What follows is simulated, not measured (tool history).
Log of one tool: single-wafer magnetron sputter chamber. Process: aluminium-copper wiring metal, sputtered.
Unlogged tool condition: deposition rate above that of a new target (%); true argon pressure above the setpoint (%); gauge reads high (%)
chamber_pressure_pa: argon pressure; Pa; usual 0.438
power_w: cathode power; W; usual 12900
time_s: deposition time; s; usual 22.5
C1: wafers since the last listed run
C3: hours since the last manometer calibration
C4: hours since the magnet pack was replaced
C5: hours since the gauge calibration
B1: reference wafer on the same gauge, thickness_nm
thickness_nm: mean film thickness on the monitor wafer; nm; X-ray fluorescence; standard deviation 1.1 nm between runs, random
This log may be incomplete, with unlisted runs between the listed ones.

Run 1, hour 0: usual settings; C1 0; wafers on the sputter target 98; C3 2555.3; C4 7851; C5 216.7; B1 465.093. Result: thickness_nm 496.522 nm.
Run 2, hour 43.4: usual settings but chamber_pressure_pa 0.316 Pa, power_w 11100 W; C1 961; wafers on the sputter target 1060; C3 2598.7; C4 7894.4; C5 260.1; B1 465.109. Result: thickness_nm 463.035 nm.
Run 3, hour 162.4: usual settings; C1 2637; wafers on the sputter target 3697; C3 2717.7; C4 8013.4; C5 379.1; B1 464.966. Result: thickness_nm 488.278 nm.
At hour 177.3: sputter target and shields replaced.
Run 4, hour 225.6: usual settings but chamber_pressure_pa 0.389 Pa, power_w 12100 W; C1 1223; wafers on the sputter target 1070; C3 2780.9; C4 8076.6; C5 442.3; B1 465.047. Result: thickness_nm 480.155 nm.
Run 5, hour 263.9: usual settings; C1 848; wafers on the sputter target 1918; C3 2819.2; C4 8114.9; C5 480.6; B1 465.115. Result: thickness_nm 492.993 nm.
Run 6, hour 306.1: usual settings; C1 935; wafers on the sputter target 2854; C3 2861.4; C4 8157.1; C5 522.8; B1 465.017. Result: thickness_nm 490.61 nm.
At hour 355.5: sputter target and shields replaced.
At hour 489: magnet pack replaced.
At hour 498.7: gauge calibrated.
Run 7, hour 511.4: usual settings; C1 4195; wafers on the sputter target 3278; C3 3066.7; C4 22.4; C5 12.7; B1 464.855. Result: thickness_nm 490.012 nm.
At hour 542.6: capacitance manometer re-zeroed and calibrated.
Run 8, hour 543.1: usual settings but chamber_pressure_pa 0.563 Pa, power_w 11700 W, time_s 19.5 s; C1 525; wafers on the sputter target 3803; C3 0.5; C4 54.1; C5 44.4; B1 464.858. Result: thickness_nm 344.321 nm.
At hour 565.3: sputter target and shields replaced.
Run 9, hour 592.7: usual settings but chamber_pressure_pa 0.573 Pa, power_w 11050 W, time_s 26.8 s; C1 922; wafers on the sputter target 607; C3 50.1; C4 103.7; C5 94; B1 464.951. Result: thickness_nm 456.534 nm.
Run 10, hour 619.4: usual settings but time_s 20.9 s; C1 591; wafers on the sputter target 1198; C3 76.8; C4 130.4; C5 120.7; B1 464.973. Result: thickness_nm 445.061 nm.
Run 11, hour 668.6: usual settings but chamber_pressure_pa 0.56 Pa, power_w 13950 W, time_s 23.7 s; C1 1090; wafers on the sputter target 2289; C3 126; C4 179.6; C5 169.9; B1 465.105. Result: thickness_nm 500.171 nm.
Run 12, hour 703.1: usual settings; C1 764; wafers on the sputter target 3053; C3 160.5; C4 214.1; C5 204.4; B1 464.86. Result: thickness_nm 473.714 nm.
At hour 746.6: sputter target and shields replaced.
Run 13, hour 766.9: usual settings but chamber_pressure_pa 0.594 Pa; C1 1236; wafers on the sputter target 449; C3 224.3; C4 277.9; C5 268.2; B1 465.104. Result: thickness_nm 438.016 nm.
Run 14, hour 797.9: usual settings but chamber_pressure_pa 0.376 Pa, time_s 19.7 s; C1 687; wafers on the sputter target 1137; C3 255.3; C4 308.9; C5 299.2; B1 464.836. Result: thickness_nm 436.577 nm.

Predict each of these 3 candidate next runs independently; none follows another, all start after run 14:
Run A, hour 798.3: usual settings; C1 8; wafers on the sputter target 1145; C3 255.7; C4 309.3; C5 299.6; B1 ?. Result: thickness_nm ?.
Run B, hour 798.3: usual settings but chamber_pressure_pa 0.576 Pa, power_w 11550 W, time_s 19.2 s; C1 8; wafers on the sputter target 1145; C3 255.7; C4 309.3; C5 299.6; B1 ?. Result: thickness_nm ?.
Run C, hour 798.3: usual settings but power_w 15450 W; C1 8; wafers on the sputter target 1145; C3 255.7; C4 309.3; C5 299.6; B1 ?. Result: thickness_nm ?.

run       B1  thickness_nm
  A  465.061       481.344
  B  465.061       343.443
  C  465.061       565.943
What these runs would have given with no unlogged condition in the tool:
run  thickness_nm
  A       477.096
  B       339.183
  C       560.948
